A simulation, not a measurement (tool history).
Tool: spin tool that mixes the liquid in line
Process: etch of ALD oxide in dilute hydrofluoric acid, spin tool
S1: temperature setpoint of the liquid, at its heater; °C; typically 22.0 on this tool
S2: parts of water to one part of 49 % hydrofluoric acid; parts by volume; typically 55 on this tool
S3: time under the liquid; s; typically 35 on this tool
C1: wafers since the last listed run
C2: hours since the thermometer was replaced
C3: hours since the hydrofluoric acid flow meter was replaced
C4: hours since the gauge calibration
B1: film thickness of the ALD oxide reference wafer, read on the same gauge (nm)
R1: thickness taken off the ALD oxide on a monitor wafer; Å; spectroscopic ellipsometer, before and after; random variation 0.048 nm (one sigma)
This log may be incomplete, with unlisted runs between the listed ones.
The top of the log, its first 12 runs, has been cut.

run	hour	S1	S2	S3	C1	C2	C3	C4	B1	R1
13	858.9	22.0	55	35	593	754.7	1389.9	1366.5	29.99	83.1
14	901.1	22.0	55	35	532	796.9	1432.1	1408.7	30.00	82.0
15	956.0	22.0	55	35	692	851.8	1487.0	1463.6	30.01	82.6
16	1008.0	22.0	45	40	655	903.8	1539.0	1515.6	30.02	114.5
17	1047.1	22.0	45	20	493	942.9	1578.1	1554.7	30.02	58.0
# hour 1143.2: thermometer replaced
18	1143.7	22.0	70	35	1205	0.5	1674.7	1651.3	30.00	67.1
19	1204.6	17.5	55	35	768	61.4	1735.6	1712.2	30.00	71.1
20	1280.3	20.5	80	25	954	137.1	1811.3	1787.9	30.00	38.4
21	1317.8	22.0	55	35	472	174.6	1848.8	1825.4	29.98	85.8
# hour 1415.3: gauge calibrated
22	1419.8	26.0	45	35	1286	276.6	1950.8	4.5	30.02	123.7
23	1463.6	20.0	55	35	552	320.4	1994.6	48.3	30.01	78.8
24	1530.8	17.0	30	20	847	387.6	2061.8	115.5	30.02	73.7
25	1617.7	25.5	25	15	1095	474.5	2148.7	202.4	29.99	95.7
# hour 1790.1: hydrofluoric acid flow meter replaced
26	1879.8	19.0	55	35	3292	736.6	89.7	464.5	30.01	72.2
27	1971.4	18.0	85	45	1155	828.2	181.3	556.1	30.00	56.1
28	2034.8	22.0	55	35	799	891.6	244.7	619.5	30.01	81.8
29	2076.8	22.0	55	35	529	933.6	286.7	661.5	29.98	81.2
# hour 2163.1: thermometer replaced
30	2170.6	25.5	80	35	1170	7.5	380.5	755.3	30.00	66.4
31	2223.6	25.5	80	50	668	60.5	433.5	808.3	30.03	94.4
32	2313.6	22.0	30	35	1135	150.5	523.5	898.3	29.99	162.3

Forecast each of these 4 alternatives for the next run:
A	2314.0	22.0	55	35	5	150.9	523.9	898.7	?	?
B	2314.0	24.0	30	35	5	150.9	523.9	898.7	?	?
C	2314.0	26.0	30	35	5	150.9	523.9	898.7	?	?
D	2314.0	26.0	55	35	5	150.9	523.9	898.7	?	?

run	B1	R1
A	30.01	85.4
B	30.01	175.9
C	30.01	191.2
D	30.01	100.7
What these runs would have given with no unlogged condition in the tool:
run	R1
A	86.7
B	178.5
C	194.0
D	102.1

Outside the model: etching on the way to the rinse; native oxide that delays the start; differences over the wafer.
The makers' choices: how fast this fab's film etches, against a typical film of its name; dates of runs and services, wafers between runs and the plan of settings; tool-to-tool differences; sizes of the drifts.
